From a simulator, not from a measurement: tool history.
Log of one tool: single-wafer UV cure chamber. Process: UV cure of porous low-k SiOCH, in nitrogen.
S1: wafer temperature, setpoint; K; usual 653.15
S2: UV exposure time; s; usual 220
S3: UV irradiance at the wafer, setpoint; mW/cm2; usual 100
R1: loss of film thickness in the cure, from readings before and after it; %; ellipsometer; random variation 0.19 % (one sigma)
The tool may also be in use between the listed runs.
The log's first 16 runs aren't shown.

Run 17, day 16.662: usual settings. Result: R1 10.766 %.
At day 17.7: UV bulbs replaced.
Run 18, day 17.721: usual settings. Result: R1 10.829 %.
Run 19, day 18.179: usual settings. Result: R1 10.842 %.
Run 20, day 18.833: usual settings. Result: R1 10.404 %.
Run 21, day 19.896: usual settings but S1 664.15 K, S2 330 s, S3 136 mW/cm2. Result: R1 13.845 %.
Run 22, day 20.975: usual settings. Result: R1 10.331 %.
Run 23, day 22.442: usual settings but S1 636.15 K, S2 320 s, S3 70 mW/cm2. Result: R1 10.027 %.
Run 24, day 23.288: usual settings but S3 116 mW/cm2. Result: R1 10.933 %.
Run 25, day 24.183: usual settings. Result: R1 10.094 %.
Run 26, day 24.962: usual settings but S1 662.15 K, S2 320 s, S3 132 mW/cm2. Result: R1 13.599 %.
At day 25.888: quartz window cleaned.
Run 27, day 25.912: usual settings but S2 145 s, S3 112 mW/cm2. Result: R1 10 %.
Run 28, day 26.954: usual settings but S1 639.15 K. Result: R1 11.09 %.
Run 29, day 27.496: usual settings but S1 635.15 K, S2 180 s, S3 111 mW/cm2. Result: R1 10.426 %.
Run 30, day 31.146: usual settings but S1 669.15 K. Result: R1 10.903 %.
Run 31, day 31.854: usual settings. Result: R1 10.246 %.
Run 32, day 33.142: usual settings but S1 642.15 K. Result: R1 10.173 %.
Run 33, day 33.883: usual settings but S1 647.15 K, S3 69 mW/cm2. Result: R1 8.983 %.
Run 34, day 35.379: usual settings but S1 662.15 K, S2 320 s, S3 132 mW/cm2. Result: R1 13.658 %.
Run 35, day 35.971: usual settings but S1 634.15 K, S2 275 s, S3 71 mW/cm2. Result: R1 9.381 %.
Run 36, day 36.917: usual settings but S1 638.15 K, S3 90 mW/cm2. Result: R1 9.662 %.
Run 37, day 38.367: usual settings. Result: R1 10.2 %.

Forecast each of these 5 alternatives for the next run:
Run A, day 38.388: usual settings. Result: R1 ?.
Run B, day 38.388: usual settings but S2 110 s. Result: R1 ?.
Run C, day 38.388: usual settings but S2 335 s. Result: R1 ?.
Run D, day 38.388: usual settings but S1 667.15 K, S2 320 s, S3 68 mW/cm2. Result: R1 ?.
Run E, day 38.388: usual settings but S2 330 s, S3 135 mW/cm2. Result: R1 ?.

run      R1
  A  10.377
  B   7.515
  C  12.226
  D  10.571
  E  13.524
Without the tool's hidden state the same runs would have given:
run      R1
  A  11.315
  B   8.383
  C  13.206
  D  11.514
  E  14.524

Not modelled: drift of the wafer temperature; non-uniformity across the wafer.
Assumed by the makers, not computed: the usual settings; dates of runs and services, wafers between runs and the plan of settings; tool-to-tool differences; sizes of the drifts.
